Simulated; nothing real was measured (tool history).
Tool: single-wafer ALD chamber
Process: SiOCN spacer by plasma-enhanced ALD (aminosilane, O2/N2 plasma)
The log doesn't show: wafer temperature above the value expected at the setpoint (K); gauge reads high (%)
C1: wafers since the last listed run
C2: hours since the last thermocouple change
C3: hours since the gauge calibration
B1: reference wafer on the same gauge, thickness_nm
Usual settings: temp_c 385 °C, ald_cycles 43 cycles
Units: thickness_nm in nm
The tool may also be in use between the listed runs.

run 1 hour=0 | temp_c=390 ald_cycles=50 | C1=0 C2=1083.3 C3=219.9 | B1=2.178 | thickness_nm=2.916
run 2 hour=46.5 | temp_c=390 ald_cycles=50 | C1=289 C2=1129.8 C3=266.4 | B1=2.181 | thickness_nm=2.911
run 3 hour=68.6 | temp_c=390 ald_cycles=50 | C1=137 C2=1151.9 C3=288.5 | B1=2.18 | thickness_nm=2.916
run 4 hour=86.1 | temp_c=385 ald_cycles=43 | C1=109 C2=1169.4 C3=306 | B1=2.179 | thickness_nm=2.507
run 5 hour=115 | temp_c=385 ald_cycles=43 | C1=180 C2=1198.3 C3=334.9 | B1=2.18 | thickness_nm=2.51
run 6 hour=133.3 | temp_c=385 ald_cycles=43 | C1=113 C2=1216.6 C3=353.2 | B1=2.181 | thickness_nm=2.514
run 7 hour=154.5 | temp_c=385 ald_cycles=43 | C1=132 C2=1237.8 C3=374.4 | B1=2.179 | thickness_nm=2.512
run 8 hour=167.6 | temp_c=385 ald_cycles=43 | C1=81 C2=1250.9 C3=387.5 | B1=2.18 | thickness_nm=2.502
run 9 hour=183.1 | temp_c=385 ald_cycles=38 | C1=96 C2=1266.4 C3=403 | B1=2.18 | thickness_nm=2.214
run 10 hour=209.9 | temp_c=385 ald_cycles=38 | C1=166 C2=1293.2 C3=429.8 | B1=2.181 | thickness_nm=2.215
run 11 hour=229.3 | temp_c=385 ald_cycles=43 | C1=120 C2=1312.6 C3=449.2 | B1=2.18 | thickness_nm=2.515
run 12 hour=262.6 | temp_c=385 ald_cycles=43 | C1=207 C2=1345.9 C3=482.5 | B1=2.18 | thickness_nm=2.512
run 13 hour=298.2 | temp_c=374 ald_cycles=43 | C1=221 C2=1381.5 C3=518.1 | B1=2.18 | thickness_nm=2.508
run 14 hour=316 | temp_c=374 ald_cycles=43 | C1=110 C2=1399.3 C3=535.9 | B1=2.18 | thickness_nm=2.506
run 15 hour=346.8 | temp_c=374 ald_cycles=43 | C1=191 C2=1430.1 C3=566.7 | B1=2.18 | thickness_nm=2.507
run 16 hour=374.1 | temp_c=385 ald_cycles=43 | C1=170 C2=1457.4 C3=594 | B1=2.179 | thickness_nm=2.498
run 17 hour=431.4 | temp_c=385 ald_cycles=43 | C1=356 C2=1514.7 C3=651.3 | B1=2.18 | thickness_nm=2.506
run 18 hour=457.1 | temp_c=385 ald_cycles=43 | C1=160 C2=1540.4 C3=677 | B1=2.181 | thickness_nm=2.513
-- hour=457.3 gauge calibrated
run 19 hour=543.9 | temp_c=385 ald_cycles=40 | C1=540 C2=1627.2 C3=86.6 | B1=2.179 | thickness_nm=2.341
run 20 hour=557.3 | temp_c=395 ald_cycles=51 | C1=83 C2=1640.6 C3=100 | B1=2.178 | thickness_nm=2.977
run 21 hour=577.5 | temp_c=385 ald_cycles=39 | C1=125 C2=1660.8 C3=120.2 | B1=2.18 | thickness_nm=2.268
run 22 hour=610.4 | temp_c=385 ald_cycles=43 | C1=204 C2=1693.7 C3=153.1 | B1=2.182 | thickness_nm=2.508
run 23 hour=642.5 | temp_c=395 ald_cycles=51 | C1=199 C2=1725.8 C3=185.2 | B1=2.178 | thickness_nm=2.97
run 24 hour=675.5 | temp_c=396 ald_cycles=43 | C1=205 C2=1758.8 C3=218.2 | B1=2.179 | thickness_nm=2.506
run 25 hour=710.4 | temp_c=400 ald_cycles=43 | C1=217 C2=1793.7 C3=253.1 | B1=2.183 | thickness_nm=2.519
run 26 hour=731 | temp_c=398 ald_cycles=48 | C1=128 C2=1814.3 C3=273.7 | B1=2.181 | thickness_nm=2.801
run 27 hour=746.8 | temp_c=385 ald_cycles=46 | C1=98 C2=1830.1 C3=289.5 | B1=2.181 | thickness_nm=2.681
run 28 hour=768.9 | temp_c=385 ald_cycles=43 | C1=137 C2=1852.2 C3=311.6 | B1=2.178 | thickness_nm=2.506
-- hour=803.3 thermocouple changed; heater temperature recalibrated
run 29 hour=804.7 | temp_c=385 ald_cycles=50 | C1=173 C2=1.4 C3=347.4 | B1=2.178 | thickness_nm=2.921
run 30 hour=817.6 | temp_c=380 ald_cycles=39 | C1=80 C2=14.3 C3=360.3 | B1=2.181 | thickness_nm=2.279
run 31 hour=844.6 | temp_c=395 ald_cycles=51 | C1=168 C2=41.3 C3=387.3 | B1=2.181 | thickness_nm=2.973
run 32 hour=857.6 | temp_c=385 ald_cycles=48 | C1=80 C2=54.3 C3=400.3 | B1=2.179 | thickness_nm=2.789

Run 33 comes next. What will it give?
run 33 hour=883.6 | temp_c=385 ald_cycles=43 | C1=161 C2=80.3 C3=426.3 | B1=? | thickness_nm=?

Run 33 gave B1 2.179, thickness_nm 2.512 nm.
Without the tool's hidden state the same run would have given thickness_nm 2.512 nm.

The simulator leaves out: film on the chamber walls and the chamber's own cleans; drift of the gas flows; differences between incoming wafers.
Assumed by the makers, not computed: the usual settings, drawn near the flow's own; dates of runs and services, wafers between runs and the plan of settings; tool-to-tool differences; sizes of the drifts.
